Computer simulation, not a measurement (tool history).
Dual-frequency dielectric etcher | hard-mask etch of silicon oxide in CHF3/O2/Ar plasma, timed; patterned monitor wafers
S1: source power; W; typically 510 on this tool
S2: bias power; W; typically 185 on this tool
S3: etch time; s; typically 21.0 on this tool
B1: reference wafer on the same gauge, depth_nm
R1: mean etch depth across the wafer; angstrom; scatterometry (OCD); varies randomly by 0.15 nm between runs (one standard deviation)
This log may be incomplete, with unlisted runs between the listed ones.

{"run": 1, "hour": 0.0, "S1": 510, "S2": 150, "S3": 21.0, "B1": 33.3, "R1": 369.8}
{"hour": 124.3, "done": "wet clean of the chamber"}
{"run": 2, "hour": 146.6, "S1": 510, "S2": 185, "S3": 21.0, "B1": 33.29, "R1": 402.9}
{"run": 3, "hour": 218.6, "S1": 510, "S2": 185, "S3": 21.0, "B1": 33.36, "R1": 396.4}
{"hour": 259.9, "done": "bias power generator calibrated"}
{"run": 4, "hour": 260.4, "S1": 510, "S2": 185, "S3": 21.0, "B1": 33.22, "R1": 395.5}
{"run": 5, "hour": 311.5, "S1": 460, "S2": 185, "S3": 21.0, "B1": 33.3, "R1": 374.9}
{"run": 6, "hour": 367.3, "S1": 460, "S2": 185, "S3": 21.0, "B1": 33.29, "R1": 374.4}
{"hour": 402.6, "done": "gauge calibrated"}
{"run": 7, "hour": 428.5, "S1": 460, "S2": 185, "S3": 21.0, "B1": 33.32, "R1": 371.7}
{"run": 8, "hour": 493.3, "S1": 510, "S2": 185, "S3": 21.0, "B1": 33.23, "R1": 385.8}
{"run": 9, "hour": 534.1, "S1": 510, "S2": 185, "S3": 21.0, "B1": 33.34, "R1": 388.0}
{"hour": 606.0, "done": "wet clean of the chamber"}
{"run": 10, "hour": 606.5, "S1": 510, "S2": 185, "S3": 21.0, "B1": 33.28, "R1": 402.1}
{"run": 11, "hour": 655.6, "S1": 440, "S2": 185, "S3": 27.0, "B1": 33.39, "R1": 480.9}
{"run": 12, "hour": 711.1, "S1": 420, "S2": 209, "S3": 17.0, "B1": 33.34, "R1": 305.7}
{"run": 13, "hour": 773.7, "S1": 510, "S2": 155, "S3": 22.5, "B1": 33.29, "R1": 409.0}
{"run": 14, "hour": 837.1, "S1": 510, "S2": 185, "S3": 21.0, "B1": 33.37, "R1": 392.3}
{"run": 15, "hour": 874.5, "S1": 560, "S2": 215, "S3": 25.0, "B1": 33.26, "R1": 509.8}
{"run": 16, "hour": 912.3, "S1": 590, "S2": 185, "S3": 19.0, "B1": 33.32, "R1": 376.6}
{"hour": 970.1, "done": "source power generator calibrated"}
{"run": 17, "hour": 970.6, "S1": 510, "S2": 185, "S3": 21.0, "B1": 33.33, "R1": 389.3}
{"run": 18, "hour": 1014.0, "S1": 510, "S2": 164, "S3": 25.5, "B1": 33.26, "R1": 459.0}
{"run": 19, "hour": 1058.8, "S1": 440, "S2": 185, "S3": 26.0, "B1": 33.31, "R1": 448.9}
{"hour": 1144.9, "done": "wet clean of the chamber"}
{"hour": 1160.4, "done": "upper electrode replaced, of another model than before"}
{"run": 20, "hour": 1251.8, "S1": 400, "S2": 185, "S3": 25.5, "B1": 33.26, "R1": 404.6}
{"run": 21, "hour": 1288.8, "S1": 510, "S2": 185, "S3": 21.0, "B1": 33.32, "R1": 398.0}
{"run": 22, "hour": 1315.6, "S1": 450, "S2": 185, "S3": 21.0, "B1": 33.3, "R1": 363.6}
{"run": 23, "hour": 1367.3, "S1": 600, "S2": 185, "S3": 21.0, "B1": 33.32, "R1": 437.8}
{"run": 24, "hour": 1435.4, "S1": 630, "S2": 185, "S3": 25.5, "B1": 33.3, "R1": 545.1}
{"run": 25, "hour": 1479.9, "S1": 510, "S2": 185, "S3": 24.5, "B1": 33.33, "R1": 454.4}
{"hour": 1565.1, "done": "wet clean of the chamber"}
{"run": 26, "hour": 1673.1, "S1": 510, "S2": 185, "S3": 21.0, "B1": 33.33, "R1": 398.6}
{"run": 27, "hour": 1729.4, "S1": 540, "S2": 185, "S3": 23.5, "B1": 33.25, "R1": 459.9}
{"run": 28, "hour": 1797.5, "S1": 590, "S2": 220, "S3": 26.5, "B1": 33.3, "R1": 566.6}
{"run": 29, "hour": 1856.5, "S1": 510, "S2": 185, "S3": 21.0, "B1": 33.28, "R1": 393.0}

State the hidden condition of the tool at each of the runs:
source power that arrives over what is set, %: 0 on each run
bias power that arrives over what is set, %: 0 on each run
gauge reads high (%): 0 on each run
H1: etch rate over this chamber's usual, %
run=1 H1=-3.19
run=2 H1=-0.578
run=3 H1=-1.21
run=4 H1=-1.57
run=5 H1=-2.02
run=6 H1=-2.5
run=7 H1=-3.04
run=8 H1=-3.6
run=9 H1=-3.96
run=10 H1=0.0824
run=11 H1=-0.346
run=12 H1=-0.83
run=13 H1=-1.38
run=14 H1=-1.93
run=15 H1=-2.25
run=16 H1=-2.58
run=17 H1=-3.09
run=18 H1=-3.47
run=19 H1=-3.86
run=20 H1=-0.929
run=21 H1=-1.25
run=22 H1=-1.49
run=23 H1=-1.94
run=24 H1=-2.53
run=25 H1=-2.92
run=26 H1=-0.595
run=27 H1=-1.09
run=28 H1=-1.68
run=29 H1=-2.19
